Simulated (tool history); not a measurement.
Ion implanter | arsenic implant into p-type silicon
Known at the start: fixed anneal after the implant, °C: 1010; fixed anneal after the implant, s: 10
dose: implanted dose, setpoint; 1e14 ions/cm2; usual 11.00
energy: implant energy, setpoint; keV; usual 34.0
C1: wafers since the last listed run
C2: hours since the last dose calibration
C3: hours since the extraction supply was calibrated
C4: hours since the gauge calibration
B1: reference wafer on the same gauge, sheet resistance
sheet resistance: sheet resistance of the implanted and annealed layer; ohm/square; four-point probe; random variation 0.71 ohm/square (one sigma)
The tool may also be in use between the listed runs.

run 1 day=0.000 | dose=11.00 energy=34.0 | C1=0 C2=1238.6 C3=5078.1 C4=67.5 | B1=126.70 | sheet_resistance=118.29
run 2 day=0.558 | dose=11.00 energy=34.0 | C1=168 C2=1252.0 C3=5091.5 C4=80.9 | B1=127.21 | sheet_resistance=117.35
run 3 day=1.183 | dose=11.00 energy=34.0 | C1=188 C2=1267.0 C3=5106.5 C4=95.9 | B1=127.01 | sheet_resistance=119.03
run 4 day=1.642 | dose=11.00 energy=34.0 | C1=138 C2=1278.0 C3=5117.5 C4=106.9 | B1=127.25 | sheet_resistance=118.12
run 5 day=2.179 | dose=11.00 energy=34.0 | C1=162 C2=1290.9 C3=5130.4 C4=119.8 | B1=127.51 | sheet_resistance=119.36
run 6 day=2.496 | dose=11.00 energy=34.0 | C1=95 C2=1298.5 C3=5138.0 C4=127.4 | B1=126.91 | sheet_resistance=118.25
run 7 day=2.912 | dose=11.68 energy=43.5 | C1=125 C2=1308.5 C3=5148.0 C4=137.4 | B1=127.05 | sheet_resistance=106.97
run 8 day=3.312 | dose=11.00 energy=31.5 | C1=120 C2=1318.1 C3=5157.6 C4=147.0 | B1=126.71 | sheet_resistance=121.05
run 9 day=3.867 | dose=11.00 energy=31.5 | C1=167 C2=1331.4 C3=5170.9 C4=160.3 | B1=126.89 | sheet_resistance=119.58
run 10 day=4.146 | dose=11.00 energy=31.5 | C1=84 C2=1338.1 C3=5177.6 C4=167.0 | B1=127.13 | sheet_resistance=120.78
run 11 day=4.812 | dose=11.00 energy=34.0 | C1=201 C2=1354.1 C3=5193.6 C4=183.0 | B1=126.99 | sheet_resistance=118.00
run 12 day=5.262 | dose=11.00 energy=34.0 | C1=135 C2=1364.9 C3=5204.4 C4=193.8 | B1=127.36 | sheet_resistance=117.25
run 13 day=5.642 | dose=12.74 energy=34.0 | C1=114 C2=1374.0 C3=5213.5 C4=202.9 | B1=127.11 | sheet_resistance=110.59
run 14 day=6.150 | dose=11.00 energy=25.5 | C1=153 C2=1386.2 C3=5225.7 C4=215.1 | B1=126.81 | sheet_resistance=127.87
-- day=6.533 extraction supply calibrated
-- day=6.750 Faraday cup replaced and dose calibrated
run 15 day=6.771 | dose=11.68 energy=43.5 | C1=21 C2=0.5 C3=5.7 C4=230.0 | B1=127.20 | sheet_resistance=106.64
run 16 day=7.208 | dose=8.32 energy=25.0 | C1=132 C2=11.0 C3=16.2 C4=240.5 | B1=127.27 | sheet_resistance=150.72
run 17 day=8.725 | dose=9.64 energy=43.0 | C1=458 C2=47.4 C3=52.6 C4=276.9 | B1=126.75 | sheet_resistance=118.95
run 18 day=9.283 | dose=11.00 energy=34.0 | C1=168 C2=60.8 C3=66.0 C4=290.3 | B1=126.91 | sheet_resistance=118.22
-- day=9.604 gauge calibrated
run 19 day=9.875 | dose=11.98 energy=37.0 | C1=178 C2=75.0 C3=80.2 C4=6.5 | B1=127.13 | sheet_resistance=109.25
run 20 day=10.621 | dose=12.63 energy=37.5 | C1=225 C2=92.9 C3=98.1 C4=24.4 | B1=126.90 | sheet_resistance=106.63
run 21 day=10.942 | dose=11.00 energy=34.0 | C1=96 C2=100.6 C3=105.8 C4=32.1 | B1=127.26 | sheet_resistance=119.53
run 22 day=11.546 | dose=11.00 energy=28.0 | C1=182 C2=115.1 C3=120.3 C4=46.6 | B1=127.06 | sheet_resistance=123.23
run 23 day=12.288 | dose=8.32 energy=30.5 | C1=224 C2=132.9 C3=138.1 C4=64.4 | B1=126.90 | sheet_resistance=143.68
run 24 day=13.858 | dose=11.00 energy=45.5 | C1=474 C2=170.6 C3=175.8 C4=102.1 | B1=127.04 | sheet_resistance=109.12
run 25 day=14.254 | dose=11.00 energy=28.0 | C1=119 C2=180.1 C3=185.3 C4=111.6 | B1=127.22 | sheet_resistance=125.68
run 26 day=14.600 | dose=11.00 energy=34.0 | C1=104 C2=188.4 C3=193.6 C4=119.9 | B1=126.88 | sheet_resistance=116.59
run 27 day=15.021 | dose=9.65 energy=22.5 | C1=127 C2=198.5 C3=203.7 C4=130.0 | B1=127.07 | sheet_resistance=142.46
run 28 day=15.375 | dose=9.13 energy=42.0 | C1=107 C2=207.0 C3=212.2 C4=138.5 | B1=126.84 | sheet_resistance=125.95
run 29 day=15.638 | dose=8.43 energy=34.0 | C1=79 C2=213.3 C3=218.5 C4=144.8 | B1=126.99 | sheet_resistance=140.06

Forecast each of these 4 alternatives for the next run:
run A day=15.654 | dose=11.00 energy=34.0 | C1=5 C2=213.7 C3=218.9 C4=145.2 | B1=? | sheet_resistance=?
run B day=15.654 | dose=12.43 energy=34.0 | C1=5 C2=213.7 C3=218.9 C4=145.2 | B1=? | sheet_resistance=?
run C day=15.654 | dose=8.05 energy=42.0 | C1=5 C2=213.7 C3=218.9 C4=145.2 | B1=? | sheet_resistance=?
run D day=15.654 | dose=8.28 energy=23.0 | C1=5 C2=213.7 C3=218.9 C4=145.2 | B1=? | sheet_resistance=?

run=A B1=127.19 sheet_resistance=117.74
run=B B1=127.19 sheet_resistance=110.54
run=C B1=127.19 sheet_resistance=137.55
run=D B1=127.19 sheet_resistance=154.74
Without the tool's hidden state the same runs would have given:
run=A sheet_resistance=117.74
run=B sheet_resistance=110.54
run=C sheet_resistance=137.55
run=D sheet_resistance=154.74
